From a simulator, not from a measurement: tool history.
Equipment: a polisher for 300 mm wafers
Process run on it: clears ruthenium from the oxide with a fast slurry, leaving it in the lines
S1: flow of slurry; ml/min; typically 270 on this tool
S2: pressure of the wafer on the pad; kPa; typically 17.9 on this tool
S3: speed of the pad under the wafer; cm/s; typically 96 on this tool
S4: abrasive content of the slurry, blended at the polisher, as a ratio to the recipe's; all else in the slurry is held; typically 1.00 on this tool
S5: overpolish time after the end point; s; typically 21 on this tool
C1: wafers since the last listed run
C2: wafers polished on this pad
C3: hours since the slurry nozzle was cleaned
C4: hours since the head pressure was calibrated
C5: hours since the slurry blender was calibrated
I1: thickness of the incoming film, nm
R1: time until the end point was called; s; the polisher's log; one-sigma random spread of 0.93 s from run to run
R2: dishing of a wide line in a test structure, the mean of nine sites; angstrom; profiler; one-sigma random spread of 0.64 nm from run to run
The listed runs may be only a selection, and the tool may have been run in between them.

| run | hour | S1 | S2 | S3 | S4 | S5 | C1 | C2 | C3 | C4 | C5 | I1 | R1 | R2 |
|---|---|---|---|---|---|---|---|---|---|---|---|---|---|---|
| 1 | 0.0 | 270 | 17.9 | 70 | 1.00 | 21 | 0 | 1686 | 176.1 | 285.5 | 129.3 | 290.5 | 114.2 | 384 |
| 2 | 59.3 | 270 | 17.9 | 96 | 1.00 | 21 | 651 | 2338 | 235.4 | 344.8 | 188.6 | 292.7 | 83.9 | 487 |
| 3 | 86.9 | 270 | 17.9 | 96 | 1.00 | 21 | 303 | 2641 | 263.0 | 372.4 | 216.2 | 294.8 | 83.5 | 491 |
|  | 119.6 | worn pad replaced by a new one |
|  | 129.3 | slurry nozzle cleaned |
|  | 136.3 | slurry blender recalibrated |
| 4 | 149.1 | 270 | 17.9 | 96 | 1.00 | 21 | 606 | 291 | 19.8 | 434.6 | 12.8 | 289.0 | 78.0 | 518 |
| 5 | 194.8 | 270 | 17.9 | 96 | 1.00 | 28 | 502 | 793 | 65.5 | 480.3 | 58.5 | 294.2 | 81.4 | 647 |
| 6 | 253.4 | 270 | 17.9 | 96 | 1.00 | 28 | 644 | 1437 | 124.1 | 538.9 | 117.1 | 290.2 | 80.5 | 642 |
| 7 | 311.1 | 270 | 17.9 | 96 | 1.05 | 21 | 634 | 2071 | 181.8 | 596.6 | 174.8 | 288.2 | 78.5 | 512 |
|  | 363.8 | worn pad replaced by a new one, of another model than before |
| 8 | 370.5 | 270 | 17.9 | 96 | 1.05 | 21 | 608 | 73 | 241.2 | 656.0 | 234.2 | 287.3 | 79.1 | 516 |
|  | 374.2 | slurry blender recalibrated |
| 9 | 423.3 | 270 | 17.9 | 96 | 1.05 | 21 | 558 | 631 | 294.0 | 708.8 | 49.1 | 287.4 | 76.6 | 528 |
|  | 428.4 | slurry nozzle cleaned |
| 10 | 480.6 | 270 | 17.9 | 96 | 1.00 | 21 | 618 | 1250 | 52.2 | 766.1 | 106.4 | 293.3 | 82.3 | 498 |
| 11 | 530.9 | 270 | 17.9 | 96 | 1.00 | 21 | 552 | 1803 | 102.5 | 816.4 | 156.7 | 291.5 | 84.1 | 492 |
| 12 | 574.7 | 270 | 17.9 | 96 | 1.00 | 21 | 481 | 2284 | 146.3 | 860.2 | 200.5 | 285.1 | 81.7 | 500 |
| 13 | 625.4 | 270 | 19.3 | 96 | 1.00 | 21 | 557 | 2841 | 197.0 | 910.9 | 251.2 | 293.0 | 81.5 | 510 |
|  | 634.8 | slurry blender recalibrated |
|  | 638.6 | worn pad replaced by a new one |
| 14 | 650.6 | 270 | 13.1 | 96 | 1.10 | 21 | 213 | 132 | 222.2 | 936.1 | 15.8 | 292.6 | 88.7 | 477 |
|  | 698.2 | slurry nozzle cleaned |
| 15 | 708.4 | 270 | 17.9 | 96 | 1.00 | 21 | 624 | 756 | 10.2 | 993.9 | 73.6 | 294.8 | 83.3 | 491 |
|  | 735.7 | head pressure recalibrated |
| 16 | 770.0 | 360 | 17.9 | 120 | 1.00 | 21 | 655 | 1411 | 71.8 | 34.3 | 135.2 | 290.8 | 68.0 | 576 |
| 17 | 840.6 | 270 | 17.9 | 118 | 1.00 | 21 | 775 | 2187 | 142.4 | 104.9 | 205.8 | 290.6 | 70.0 | 569 |
| 18 | 885.5 | 315 | 17.9 | 118 | 1.00 | 8 | 493 | 2681 | 187.3 | 149.8 | 250.7 | 294.7 | 69.5 | 237 |
|  | 914.4 | worn pad replaced by a new one |
|  | 923.2 | slurry blender recalibrated |
| 19 | 950.9 | 270 | 17.9 | 96 | 1.00 | 11 | 652 | 379 | 252.7 | 215.2 | 27.7 | 289.0 | 78.0 | 288 |
|  | 961.5 | slurry nozzle cleaned |
| 20 | 1018.4 | 270 | 17.9 | 96 | 1.00 | 21 | 730 | 1110 | 56.9 | 282.7 | 95.2 | 295.3 | 82.8 | 496 |
| 21 | 1046.2 | 270 | 21.4 | 114 | 1.00 | 21 | 305 | 1415 | 84.7 | 310.5 | 123.0 | 291.5 | 65.6 | 599 |
| 22 | 1086.2 | 270 | 15.2 | 96 | 1.00 | 21 | 439 | 1855 | 124.7 | 350.5 | 163.0 | 290.6 | 91.2 | 468 |
| 23 | 1133.0 | 270 | 17.9 | 96 | 1.00 | 9 | 514 | 2369 | 171.5 | 397.3 | 209.8 | 291.9 | 82.4 | 232 |
|  | 1180.7 | slurry blender recalibrated |
|  | 1199.3 | worn pad replaced by a new one |
|  | 1206.9 | slurry nozzle cleaned |
| 24 | 1259.9 | 270 | 17.9 | 96 | 1.00 | 21 | 1317 | 654 | 53.0 | 524.2 | 79.2 | 287.7 | 81.1 | 505 |
| 25 | 1285.2 | 270 | 17.9 | 96 | 1.00 | 21 | 278 | 932 | 78.3 | 549.5 | 104.5 | 292.0 | 80.5 | 505 |
| 26 | 1320.5 | 230 | 24.1 | 80 | 0.90 | 21 | 387 | 1320 | 113.6 | 584.8 | 139.8 | 290.4 | 88.9 | 461 |
| 27 | 1372.6 | 270 | 24.1 | 66 | 1.00 | 9 | 572 | 1893 | 165.7 | 636.9 | 191.9 | 292.4 | 92.9 | 208 |

For each entry between runs, how does the tool's hidden state at the last listed run before it compare with that at the first listed run after it?
After run 3, before run 4: worn pad replaced by a new one (hour 119.6); slurry nozzle cleaned (hour 129.3); slurry blender recalibrated (hour 136.3)
  abrasive missing from the slurry, %: 8.62 -> 1.45
  measured minus no-state result, R1: +6.0 -> +0.9 s; R2: -33 -> -5 angstrom
After run 7, before run 8: worn pad replaced by a new one, of another model than before (hour 363.8)
  abrasive missing from the slurry, %: 7.89 -> 8.52
  measured minus no-state result, R1: +5.0 -> +5.4 s; R2: -30 -> -32 angstrom
After run 8, before run 9: slurry blender recalibrated (hour 374.2)
  abrasive missing from the slurry, %: 8.52 -> 4.47
  measured minus no-state result, R1: +5.4 -> +2.7 s; R2: -32 -> -16 angstrom
After run 9, before run 10: slurry nozzle cleaned (hour 428.4)
  abrasive missing from the slurry, %: 4.47 -> 6.89
  measured minus no-state result, R1: +2.7 -> +4.7 s; R2: -16 -> -26 angstrom
After run 13, before run 14: slurry blender recalibrated (hour 634.8); worn pad replaced by a new one (hour 638.6)
  abrasive missing from the slurry, %: 9.11 -> 2.14
  measured minus no-state result, R1: +6.3 -> +1.3 s; R2: -36 -> -6 angstrom
After run 14, before run 15: slurry nozzle cleaned (hour 698.2)
  abrasive missing from the slurry, %: 2.14 -> 5.65
  measured minus no-state result, R1: +1.3 -> +3.8 s; R2: -6 -> -20 angstrom
After run 15, before run 16: head pressure recalibrated (hour 735.7)
  abrasive missing from the slurry, %: 5.65 -> 7.61
  measured minus no-state result, R1: +3.8 -> +4.3 s; R2: -20 -> -32 angstrom
After run 18, before run 19: worn pad replaced by a new one (hour 914.4); slurry blender recalibrated (hour 923.2)
  abrasive missing from the slurry, %: 9.07 -> 3.02
  measured minus no-state result, R1: +5.3 -> +1.8 s; R2: -19 -> -7 angstrom
After run 19, before run 20: slurry nozzle cleaned (hour 961.5)
  abrasive missing from the slurry, %: 3.02 -> 6.46
  measured minus no-state result, R1: +1.8 -> +4.4 s; R2: -7 -> -24 angstrom
After run 23, before run 24: slurry blender recalibrated (hour 1180.7); worn pad replaced by a new one (hour 1199.3); slurry nozzle cleaned (hour 1206.9)
  abrasive missing from the slurry, %: 8.71 -> 5.42
  measured minus no-state result, R1: +6.0 -> +3.5 s; R2: -17 -> -20 angstrom
